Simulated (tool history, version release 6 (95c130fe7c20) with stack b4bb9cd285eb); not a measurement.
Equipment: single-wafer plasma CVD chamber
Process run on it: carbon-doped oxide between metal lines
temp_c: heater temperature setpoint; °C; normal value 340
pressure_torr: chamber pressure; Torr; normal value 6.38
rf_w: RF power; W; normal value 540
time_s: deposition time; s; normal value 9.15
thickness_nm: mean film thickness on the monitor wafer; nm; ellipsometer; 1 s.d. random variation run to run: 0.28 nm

| run | day | temp_c | pressure_torr | rf_w | time_s | read-back reference wafer on the same gauge, thickness_nm | thickness_nm |
|---|---|---|---|---|---|---|---|
| 1 | 0 | 340 | 6.82 | 540 | 9.15 | 58.108 | 51.262 |
| 2 | 2.588 | 340 | 6.82 | 540 | 9.15 | 57.978 | 51.02 |
| 3 | 4.617 | 340 | 6.82 | 540 | 9.15 | 58.019 | 51.067 |
| 4 | 5.962 | 340 | 6.38 | 540 | 9.15 | 57.992 | 50.364 |
| 5 | 7.75 | 340 | 7.56 | 540 | 9.9 | 58.07 | 55.272 |
| 6 | 9.008 | 340 | 6.38 | 540 | 9.15 | 57.978 | 50.05 |
| 7 | 10.5 | 340 | 6.38 | 540 | 9.15 | 58.092 | 50.062 |
| 8 | 13.438 | 340 | 6.38 | 540 | 9.15 | 58.116 | 49.996 |
|  | 15.333 | capacitance manometer re-zeroed and calibrated |
| 9 | 15.354 | 340 | 6.38 | 540 | 9.15 | 58.041 | 50.062 |
| 10 | 16.704 | 340 | 6.38 | 540 | 9.15 | 58.156 | 49.994 |
| 11 | 19.292 | 340 | 6.38 | 540 | 9.15 | 58.201 | 49.628 |
| 12 | 21.746 | 340 | 6.38 | 540 | 9.15 | 58.119 | 49.825 |
| 13 | 23.504 | 340 | 5.11 | 540 | 8.11 | 58.104 | 43.106 |
| 14 | 25.471 | 353 | 7 | 540 | 10.72 | 58.107 | 56.289 |
| 15 | 28.275 | 340 | 6.38 | 540 | 9.15 | 58.047 | 49.14 |
|  | 28.708 | showerhead replaced, of another model than before |
|  | 29.362 | gauge calibrated |
| 16 | 29.633 | 340 | 6.38 | 500 | 9.15 | 58.183 | 44.711 |
| 17 | 31.767 | 340 | 7.23 | 485 | 9.15 | 58.088 | 43.487 |
| 18 | 34.608 | 340 | 6.38 | 540 | 8.3 | 58.116 | 43.619 |
|  | 36.512 | thermocouple changed; heater temperature recalibrated |
|  | 36.829 | RF generator calibrated |
| 19 | 36.85 | 340 | 6.38 | 540 | 9.15 | 58.224 | 51.597 |
| 20 | 38.117 | 340 | 6.38 | 440 | 9.15 | 58.149 | 40.43 |
| 21 | 39.462 | 329 | 5.35 | 455 | 10.2 | 58.072 | 47.656 |
| 22 | 42.15 | 340 | 6.38 | 570 | 9.15 | 58.124 | 53.705 |
| 23 | 45.362 | 355 | 5.49 | 495 | 9.15 | 57.929 | 43.612 |
| 24 | 47.862 | 340 | 7.95 | 590 | 9.15 | 58.17 | 57.08 |

5 options for the next run, each taken on its own from the tool as it stands now. Forecast them:
| A | 47.879 | 340 | 6.38 | 505 | 9.15 | ? | ? |
| B | 47.879 | 340 | 7.94 | 570 | 9.15 | ? | ? |
| C | 47.879 | 325 | 6.38 | 540 | 9.68 | ? | ? |
| D | 47.879 | 340 | 5.69 | 540 | 7.66 | ? | ? |
| E | 47.879 | 348 | 6.38 | 540 | 9.15 | ? | ? |

| run | read-back reference wafer on the same gauge, thickness_nm | thickness_nm |
|---|---|---|
| A | 58.006 | 47.749 |
| B | 58.006 | 54.85 |
| C | 58.006 | 57.255 |
| D | 58.006 | 41.992 |
| E | 58.006 | 49.689 |
Without the tool's unlogged condition, the same runs would have read:
| run | thickness_nm |
|---|---|
| A | 48.152 |
| B | 55.292 |
| C | 57.729 |
| D | 42.34 |
| E | 50.101 |

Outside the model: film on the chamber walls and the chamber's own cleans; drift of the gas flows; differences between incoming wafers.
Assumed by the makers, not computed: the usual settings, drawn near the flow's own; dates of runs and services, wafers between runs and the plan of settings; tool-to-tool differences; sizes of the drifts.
